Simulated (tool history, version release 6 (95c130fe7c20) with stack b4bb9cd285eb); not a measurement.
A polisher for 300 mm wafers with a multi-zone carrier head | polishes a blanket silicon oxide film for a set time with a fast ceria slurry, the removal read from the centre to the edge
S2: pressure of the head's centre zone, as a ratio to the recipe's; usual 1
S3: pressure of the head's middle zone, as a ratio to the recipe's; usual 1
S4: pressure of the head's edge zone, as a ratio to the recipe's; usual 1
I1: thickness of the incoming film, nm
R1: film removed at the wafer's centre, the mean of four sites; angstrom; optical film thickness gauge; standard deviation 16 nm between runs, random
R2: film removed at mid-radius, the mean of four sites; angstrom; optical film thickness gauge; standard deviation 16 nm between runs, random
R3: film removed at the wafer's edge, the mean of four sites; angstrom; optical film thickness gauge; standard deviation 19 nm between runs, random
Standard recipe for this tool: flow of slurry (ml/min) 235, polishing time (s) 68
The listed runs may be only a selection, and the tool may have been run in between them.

run 1 hour=0 | flow_of_slurry_(ml/min)=235 S2=1 S3=1.08 S4=1 polishing_time_(s)=80 | I1=3560.2 | R1=15845 R2=17521 R3=16137
-- hour=0.9 slurry nozzle cleaned
run 2 hour=20.4 | flow_of_slurry_(ml/min)=235 S2=1 S3=1.08 S4=1 polishing_time_(s)=80 | I1=3488.1 | R1=16069 R2=17281 R3=16293
-- hour=38.8 worn pad replaced by a new one
run 3 hour=43.7 | flow_of_slurry_(ml/min)=235 S2=0.97 S3=1 S4=1 polishing_time_(s)=68 | I1=3487.2 | R1=13038 R2=13933 R3=13532
run 4 hour=66.8 | flow_of_slurry_(ml/min)=235 S2=0.97 S3=1 S4=1 polishing_time_(s)=68 | I1=3488.2 | R1=12869 R2=13847 R3=13929
run 5 hour=97.8 | flow_of_slurry_(ml/min)=235 S2=1 S3=1 S4=1 polishing_time_(s)=68 | I1=3522.1 | R1=13449 R2=13910 R3=13829
run 6 hour=111.2 | flow_of_slurry_(ml/min)=300 S2=1 S3=1 S4=1.04 polishing_time_(s)=68 | I1=3444.8 | R1=13908 R2=14610 R3=14242
-- hour=120.8 worn pad replaced by a new one
-- hour=139.4 carrier head's membrane replaced by a new one
-- hour=206.2 worn pad replaced by a new one
run 7 hour=207.3 | flow_of_slurry_(ml/min)=190 S2=1 S3=1 S4=1 polishing_time_(s)=68 | I1=3454.5 | R1=12946 R2=13209 R3=13399
-- hour=234.7 slurry nozzle cleaned
run 8 hour=238.5 | flow_of_slurry_(ml/min)=235 S2=1 S3=1.05 S4=0.96 polishing_time_(s)=68 | I1=3552.1 | R1=13531 R2=14483 R3=13722
-- hour=273 centre zone pressure recalibrated
run 9 hour=289.8 | flow_of_slurry_(ml/min)=185 S2=0.91 S3=1 S4=1.1 polishing_time_(s)=54 | I1=3455.5 | R1=9219 R2=10561 R3=10917
-- hour=297.2 worn pad replaced by a new one
run 10 hour=322.3 | flow_of_slurry_(ml/min)=255 S2=1 S3=1.11 S4=1.05 polishing_time_(s)=68 | I1=3476.3 | R1=13573 R2=15496 R3=14364
-- hour=331.6 edge zone pressure recalibrated
run 11 hour=343.8 | flow_of_slurry_(ml/min)=235 S2=1 S3=1 S4=0.94 polishing_time_(s)=68 | I1=3539.1 | R1=13751 R2=14033 R3=13579
run 12 hour=374.5 | flow_of_slurry_(ml/min)=235 S2=1 S3=1 S4=1 polishing_time_(s)=68 | I1=3464.5 | R1=13424 R2=13870 R3=13735
-- hour=388.4 worn pad replaced by a new one
run 13 hour=388.9 | flow_of_slurry_(ml/min)=235 S2=0.94 S3=1 S4=1.08 polishing_time_(s)=81 | I1=3499 | R1=15133 R2=16157 R3=17263
run 14 hour=417.8 | flow_of_slurry_(ml/min)=300 S2=1.11 S3=1 S4=0.9 polishing_time_(s)=80 | I1=3462.7 | R1=17777 R2=17266 R3=15795

4 options for the next run, each taken on its own from the tool as it stands now. Forecast them:
run A hour=418.2 | flow_of_slurry_(ml/min)=235 S2=1 S3=1 S4=1 polishing_time_(s)=68 | I1=3518.5 | R1=? R2=? R3=?
run B hour=418.2 | flow_of_slurry_(ml/min)=235 S2=1 S3=1 S4=1.08 polishing_time_(s)=68 | I1=3518.5 | R1=? R2=? R3=?
run C hour=418.2 | flow_of_slurry_(ml/min)=310 S2=1 S3=1 S4=0.92 polishing_time_(s)=68 | I1=3518.5 | R1=? R2=? R3=?
run D hour=418.2 | flow_of_slurry_(ml/min)=235 S2=0.92 S3=1 S4=1.07 polishing_time_(s)=68 | I1=3518.5 | R1=? R2=? R3=?

run=A R1=13704 R2=13861 R3=13494
run=B R1=13704 R2=13859 R3=14015
run=C R1=14201 R2=14314 R3=13290
run=D R1=12599 R2=13865 R3=13950
With no hidden state in the tool, these same runs would have given:
run=A R1=13704 R2=13861 R3=13494
run=B R1=13704 R2=13859 R3=14015
run=C R1=14201 R2=14314 R3=13290
run=D R1=12599 R2=13865 R3=13950
